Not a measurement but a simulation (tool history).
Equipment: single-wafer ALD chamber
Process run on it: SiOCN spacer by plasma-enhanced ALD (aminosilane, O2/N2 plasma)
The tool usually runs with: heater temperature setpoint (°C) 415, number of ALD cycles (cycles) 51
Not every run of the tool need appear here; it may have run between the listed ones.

run	day	heater temperature setpoint (°C)	number of ALD cycles (cycles)	wafers since the last listed run	hours since the last thermocouple change	hours since the gauge calibration	read-back reference wafer on the same gauge, thickness_nm	mean film thickness on the monitor wafer (Å)
1	0.000	415	51	0	1277.5	332.2	2.981	30.41
2	0.892	415	51	125	1298.9	353.6	2.981	30.61
3	1.554	415	51	93	1314.8	369.5	2.981	30.50
4	2.088	415	51	74	1327.6	382.3	2.980	30.51
5	2.662	415	51	80	1341.4	396.1	2.979	30.40
6	3.288	415	51	87	1356.4	411.1	2.979	30.60
7	4.142	426	51	120	1376.9	431.6	2.982	29.67
8	4.842	426	51	98	1393.7	448.4	2.980	29.67
9	5.404	426	51	79	1407.2	461.9	2.981	29.67
10	6.612	415	47	169	1436.2	490.9	2.979	28.23
11	7.883	415	46	178	1466.7	521.4	2.979	27.46
12	12.129	415	46	596	1568.6	623.3	2.982	27.54
13	13.588	415	46	204	1603.6	658.3	2.980	27.61
14	16.775	410	51	448	1680.1	734.8	2.980	30.97
15	17.342	410	51	79	1693.7	748.4	2.981	30.93
# day 18.233: thermocouple changed; heater temperature recalibrated
16	18.438	410	51	107	4.9	774.7	2.980	31.37
17	19.079	408	54	90	20.3	790.1	2.980	33.43
18	20.375	408	54	182	51.4	821.2	2.980	33.38
19	21.792	408	54	199	85.4	855.2	2.981	33.46
20	22.825	415	51	145	110.2	880.0	2.980	31.04
# day 24.258: gauge calibrated
21	26.471	415	51	512	197.7	53.1	2.980	30.77
22	27.004	415	51	74	210.5	65.9	2.978	30.90
23	27.908	405	44	127	232.2	87.6	2.980	27.42
24	29.371	411	44	205	267.3	122.7	2.979	26.86
25	30.658	400	55	180	298.2	153.6	2.981	34.50
26	31.304	427	46	90	313.7	169.1	2.979	26.76
27	32.442	408	46	159	341.0	196.4	2.980	28.25
28	33.583	402	48	160	368.4	223.8	2.981	29.88
29	34.421	405	51	117	388.5	243.9	2.982	31.47
30	35.858	415	51	202	423.0	278.4	2.980	30.70
31	37.254	427	60	196	456.5	311.9	2.981	35.10
32	37.929	415	51	94	472.7	328.1	2.979	30.72
33	38.933	415	51	141	496.8	352.2	2.982	30.61
34	39.912	415	51	137	520.3	375.7	2.980	30.71
35	40.983	415	59	150	546.0	401.4	2.980	35.51
36	42.271	415	60	180	576.9	432.3	2.978	36.23
37	42.979	415	51	99	593.9	449.3	2.981	30.60
38	43.962	415	51	138	617.5	472.9	2.980	30.65
39	44.858	420	47	125	639.0	494.4	2.981	27.89
40	45.729	407	43	122	659.9	515.3	2.981	26.33
41	47.138	400	48	197	693.7	549.1	2.981	30.09
42	47.817	415	51	95	710.0	565.4	2.979	30.60
43	48.838	421	61	143	734.5	589.9	2.981	35.95
44	49.742	405	60	127	756.2	611.6	2.980	37.07
45	50.971	427	55	172	785.7	641.1	2.981	31.79

For each run, what was the tool's unlogged condition?
gauge reads high (%): 0 across all the runs
H1: wafer temperature above the value expected at the setpoint (K)
run	H1
1	4.72
2	4.75
3	4.76
4	4.78
5	4.79
6	4.81
7	4.83
8	4.85
9	4.86
10	4.89
11	4.91
12	4.99
13	5.02
14	5.06
15	5.07
16	0.0434
17	0.21
18	0.532
19	0.865
20	1.1
21	1.83
22	1.93
23	2.1
24	2.35
25	2.55
26	2.65
27	2.82
28	2.99
29	3.1
30	3.29
31	3.46
32	3.54
33	3.65
34	3.76
35	3.87
36	4
37	4.07
38	4.16
39	4.24
40	4.31
41	4.43
42	4.48
43	4.56
44	4.62
45	4.7
